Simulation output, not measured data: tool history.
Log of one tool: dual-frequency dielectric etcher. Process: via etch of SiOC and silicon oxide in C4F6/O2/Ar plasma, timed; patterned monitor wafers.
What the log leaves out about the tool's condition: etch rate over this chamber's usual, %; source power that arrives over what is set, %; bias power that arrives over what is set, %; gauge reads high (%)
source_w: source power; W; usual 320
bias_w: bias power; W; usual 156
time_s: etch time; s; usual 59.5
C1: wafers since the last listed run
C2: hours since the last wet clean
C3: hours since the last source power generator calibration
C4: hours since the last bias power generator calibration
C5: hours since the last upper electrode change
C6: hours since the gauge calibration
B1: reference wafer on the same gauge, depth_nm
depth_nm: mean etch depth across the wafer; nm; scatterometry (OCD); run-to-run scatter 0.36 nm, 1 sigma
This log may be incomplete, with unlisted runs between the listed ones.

Run 1, hour 0.0: usual settings but source_w 370 W, bias_w 127 W; C1 0; C2 237.9; C3 4667.0; C4 2658.8; C5 5084.3; C6 119.1; B1 67.1. Result: depth_nm 59.9 nm.
Run 2, hour 26.4: usual settings but source_w 370 W, bias_w 127 W; C1 205; C2 264.3; C3 4693.4; C4 2685.2; C5 5110.7; C6 145.5; B1 66.9. Result: depth_nm 59.8 nm.
Run 3, hour 42.4: usual settings but source_w 370 W, bias_w 127 W; C1 124; C2 280.3; C3 4709.4; C4 2701.2; C5 5126.7; C6 161.5; B1 67.1. Result: depth_nm 59.8 nm.
Run 4, hour 74.0: usual settings but source_w 360 W; C1 246; C2 311.9; C3 4741.0; C4 2732.8; C5 5158.3; C6 193.1; B1 67.1. Result: depth_nm 62.3 nm.
Run 5, hour 104.1: usual settings but source_w 360 W; C1 234; C2 342.0; C3 4771.1; C4 2762.9; C5 5188.4; C6 223.2; B1 66.8. Result: depth_nm 61.6 nm.
Run 6, hour 128.6: usual settings; C1 191; C2 366.5; C3 4795.6; C4 2787.4; C5 5212.9; C6 247.7; B1 67.2. Result: depth_nm 58.3 nm.
At hour 158.6: gauge calibrated.
Run 7, hour 159.4: usual settings; C1 240; C2 397.3; C3 4826.4; C4 2818.2; C5 5243.7; C6 0.8; B1 67.0. Result: depth_nm 57.6 nm.
Run 8, hour 176.7: usual settings; C1 134; C2 414.6; C3 4843.7; C4 2835.5; C5 5261.0; C6 18.1; B1 66.9. Result: depth_nm 58.3 nm.
At hour 224.7: upper electrode replaced, of another model than before.
Run 9, hour 225.2: usual settings; C1 191; C2 463.1; C3 4892.2; C4 2884.0; C5 0.5; C6 66.6; B1 67.2. Result: depth_nm 58.1 nm.
Run 10, hour 231.7: usual settings but source_w 280 W, bias_w 124 W, time_s 53.5 s; C1 50; C2 469.6; C3 4898.7; C4 2890.5; C5 7.0; C6 73.1; B1 67.1. Result: depth_nm 48.0 nm.
Run 11, hour 259.8: usual settings; C1 219; C2 497.7; C3 4926.8; C4 2918.6; C5 35.1; C6 101.2; B1 67.1. Result: depth_nm 57.9 nm.
At hour 291.9: wet clean of the chamber.
Run 12, hour 292.4: usual settings; C1 67; C2 0.5; C3 4959.4; C4 2951.2; C5 67.7; C6 133.8; B1 67.0. Result: depth_nm 60.8 nm.
Run 13, hour 316.9: usual settings but time_s 67.0 s; C1 191; C2 25.0; C3 4983.9; C4 2975.7; C5 92.2; C6 158.3; B1 67.0. Result: depth_nm 69.0 nm.
At hour 346.6: bias power generator calibrated.
Run 14, hour 347.1: usual settings but source_w 360 W, bias_w 128 W, time_s 70.5 s; C1 204; C2 55.2; C3 5014.1; C4 0.5; C5 122.4; C6 188.5; B1 67.1. Result: depth_nm 71.8 nm.
At hour 351.3: source power generator calibrated.
Run 15, hour 377.0: usual settings but bias_w 137 W, time_s 47.5 s; C1 201; C2 85.1; C3 25.7; C4 30.4; C5 152.3; C6 218.4; B1 66.9. Result: depth_nm 46.8 nm.
Run 16, hour 408.7: usual settings but bias_w 173 W; C1 247; C2 116.8; C3 57.4; C4 62.1; C5 184.0; C6 250.1; B1 66.8. Result: depth_nm 61.7 nm.
Run 17, hour 422.1: usual settings but source_w 390 W, bias_w 138 W, time_s 49.0 s; C1 104; C2 130.2; C3 70.8; C4 75.5; C5 197.4; C6 263.5; B1 66.8. Result: depth_nm 51.3 nm.
Run 18, hour 447.2: usual settings but source_w 360 W; C1 195; C2 155.3; C3 95.9; C4 100.6; C5 222.5; C6 288.6; B1 67.2. Result: depth_nm 62.4 nm.

Here are 3 independent what-if runs from the current tool condition. What would each one return?
Run A, hour 447.6: usual settings; C1 3; C2 155.7; C3 96.3; C4 101.0; C5 222.9; C6 289.0; B1 ?. Result: depth_nm ?.
Run B, hour 447.6: usual settings but bias_w 188 W, time_s 72.0 s; C1 3; C2 155.7; C3 96.3; C4 101.0; C5 222.9; C6 289.0; B1 ?. Result: depth_nm ?.
Run C, hour 447.6: usual settings but source_w 290 W, bias_w 139 W, time_s 48.5 s; C1 3; C2 155.7; C3 96.3; C4 101.0; C5 222.9; C6 289.0; B1 ?. Result: depth_nm ?.

run    B1  depth_nm
  A  67.0      60.3
  B  67.0      75.5
  C  67.0      46.9
Stripped of hidden state, with their random variation kept, the same runs would have yielded:
run  depth_nm
  A      60.8
  B      76.2
  C      47.3
